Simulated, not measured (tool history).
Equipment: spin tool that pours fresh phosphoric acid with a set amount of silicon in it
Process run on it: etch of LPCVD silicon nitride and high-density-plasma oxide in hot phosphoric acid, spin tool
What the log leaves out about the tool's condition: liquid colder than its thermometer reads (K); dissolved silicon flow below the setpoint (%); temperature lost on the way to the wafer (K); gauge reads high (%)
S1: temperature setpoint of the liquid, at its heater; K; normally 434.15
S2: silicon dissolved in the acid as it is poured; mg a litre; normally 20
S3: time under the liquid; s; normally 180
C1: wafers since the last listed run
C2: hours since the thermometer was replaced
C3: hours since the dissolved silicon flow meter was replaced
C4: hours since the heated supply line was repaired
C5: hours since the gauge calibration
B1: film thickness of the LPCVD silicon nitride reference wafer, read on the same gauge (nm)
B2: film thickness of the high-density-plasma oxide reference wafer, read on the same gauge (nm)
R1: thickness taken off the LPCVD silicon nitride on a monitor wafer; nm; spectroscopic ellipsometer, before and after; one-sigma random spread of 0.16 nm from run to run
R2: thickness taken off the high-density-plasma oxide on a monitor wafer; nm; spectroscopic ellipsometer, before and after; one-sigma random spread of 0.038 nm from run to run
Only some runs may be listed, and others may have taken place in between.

| run | hour | S1 | S2 | S3 | C1 | C2 | C3 | C4 | C5 | B1 | B2 | R1 | R2 |
|---|---|---|---|---|---|---|---|---|---|---|---|---|---|
| 1 | 0 | 434.15 | 20 | 180 | 0 | 1160.5 | 974.9 | 1617.1 | 2437 | 50.01 | 150.061 | 18.32 | 0.53 |
| 2 | 57.9 | 434.15 | 20 | 180 | 303 | 1218.4 | 1032.8 | 1675 | 2494.9 | 50.02 | 150.038 | 18.47 | 0.491 |
|  | 239.2 | thermometer replaced |
| 3 | 319.4 | 434.15 | 20 | 180 | 1363 | 80.2 | 1294.3 | 1936.5 | 2756.4 | 49.98 | 150.012 | 18.64 | 0.572 |
| 4 | 358.6 | 435.15 | 26 | 285 | 205 | 119.4 | 1333.5 | 1975.7 | 2795.6 | 49.99 | 149.969 | 30.98 | 0.681 |
|  | 572.2 | heated supply line repaired |
|  | 577.3 | gauge calibrated |
| 5 | 591 | 434.15 | 20 | 150 | 1211 | 351.8 | 1565.9 | 18.8 | 13.7 | 49.99 | 149.982 | 15.82 | 0.425 |
| 6 | 668.5 | 435.65 | 20 | 280 | 405 | 429.3 | 1643.4 | 96.3 | 91.2 | 50.03 | 149.973 | 30.67 | 0.873 |
| 7 | 724.7 | 432.15 | 25 | 180 | 294 | 485.5 | 1699.6 | 152.5 | 147.4 | 49.99 | 149.983 | 17.32 | 0.394 |
| 8 | 810.7 | 435.15 | 34.5 | 180 | 450 | 571.5 | 1785.6 | 238.5 | 233.4 | 49.99 | 150.019 | 19.34 | 0.312 |
| 9 | 899.3 | 434.15 | 20 | 255 | 463 | 660.1 | 1874.2 | 327.1 | 322 | 49.95 | 149.992 | 26.61 | 0.752 |
| 10 | 1037.7 | 434.15 | 20 | 180 | 724 | 798.5 | 2012.6 | 465.5 | 460.4 | 50 | 149.997 | 18.14 | 0.515 |
| 11 | 1110.8 | 435.15 | 25 | 285 | 382 | 871.6 | 2085.7 | 538.6 | 533.5 | 49.98 | 150.046 | 30.41 | 0.77 |
|  | 1160.7 | dissolved silicon flow meter replaced |
| 12 | 1210.2 | 432.15 | 20 | 180 | 515 | 971 | 49.5 | 638 | 632.9 | 50.06 | 150.014 | 17.15 | 0.421 |
| 13 | 1316.5 | 431.65 | 5.5 | 180 | 556 | 1077.3 | 155.8 | 744.3 | 739.2 | 50.02 | 150 | 16.88 | 0.644 |
| 14 | 1387.2 | 436.15 | 20 | 220 | 370 | 1148 | 226.5 | 815 | 809.9 | 50.05 | 149.966 | 23.84 | 0.752 |
| 15 | 1492.9 | 434.15 | 32.5 | 245 | 553 | 1253.7 | 332.2 | 920.7 | 915.6 | 49.97 | 150.02 | 24.79 | 0.43 |
| 16 | 1530.9 | 434.15 | 34.5 | 180 | 198 | 1291.7 | 370.2 | 958.7 | 953.6 | 49.99 | 149.962 | 18.36 | 0.293 |
| 17 | 1596.4 | 436.65 | 20 | 100 | 342 | 1357.2 | 435.7 | 1024.2 | 1019.1 | 50.03 | 149.963 | 11 | 0.328 |
| 18 | 1652.5 | 434.15 | 20 | 180 | 293 | 1413.3 | 491.8 | 1080.3 | 1075.2 | 49.97 | 150.001 | 18.23 | 0.501 |
| 19 | 1733.8 | 434.15 | 13 | 85 | 425 | 1494.6 | 573.1 | 1161.6 | 1156.5 | 50.01 | 150.063 | 8.6 | 0.325 |
| 20 | 1792.6 | 436.15 | 25.5 | 280 | 307 | 1553.4 | 631.9 | 1220.4 | 1215.3 | 49.98 | 149.989 | 29.89 | 0.776 |
| 21 | 1899.3 | 434.15 | 20 | 180 | 558 | 1660.1 | 738.6 | 1327.1 | 1322 | 50.03 | 149.962 | 18.36 | 0.502 |
| 22 | 1965.1 | 436.15 | 32.5 | 120 | 344 | 1725.9 | 804.4 | 1392.9 | 1387.8 | 49.93 | 149.939 | 12.95 | 0.263 |

Measured result minus the same run's result without the hidden state. Both carry the same run-to-run variation, though not necessarily the same gauge scatter:
| run | R1 | R2 |
|---|---|---|
| 1 | -0.69 | -0.044 |
| 2 | -0.72 | -0.043 |
| 3 | -0.11 | -0.007 |
| 4 | -0.21 | -0.01 |
| 5 | -0.21 | -0.013 |
| 6 | -0.48 | -0.031 |
| 7 | -0.31 | -0.015 |
| 8 | -0.38 | -0.013 |
| 9 | -0.61 | -0.038 |
| 10 | -0.49 | -0.031 |
| 11 | -0.87 | -0.049 |
| 12 | -0.55 | -0.03 |
| 13 | -0.6 | -0.052 |
| 14 | -0.88 | -0.062 |
| 15 | -1 | -0.039 |
| 16 | -0.77 | -0.028 |
| 17 | -0.47 | -0.032 |
| 18 | -0.83 | -0.052 |
| 19 | -0.41 | -0.035 |
| 20 | -1.48 | -0.087 |
| 21 | -0.97 | -0.06 |
| 22 | -0.71 | -0.033 |
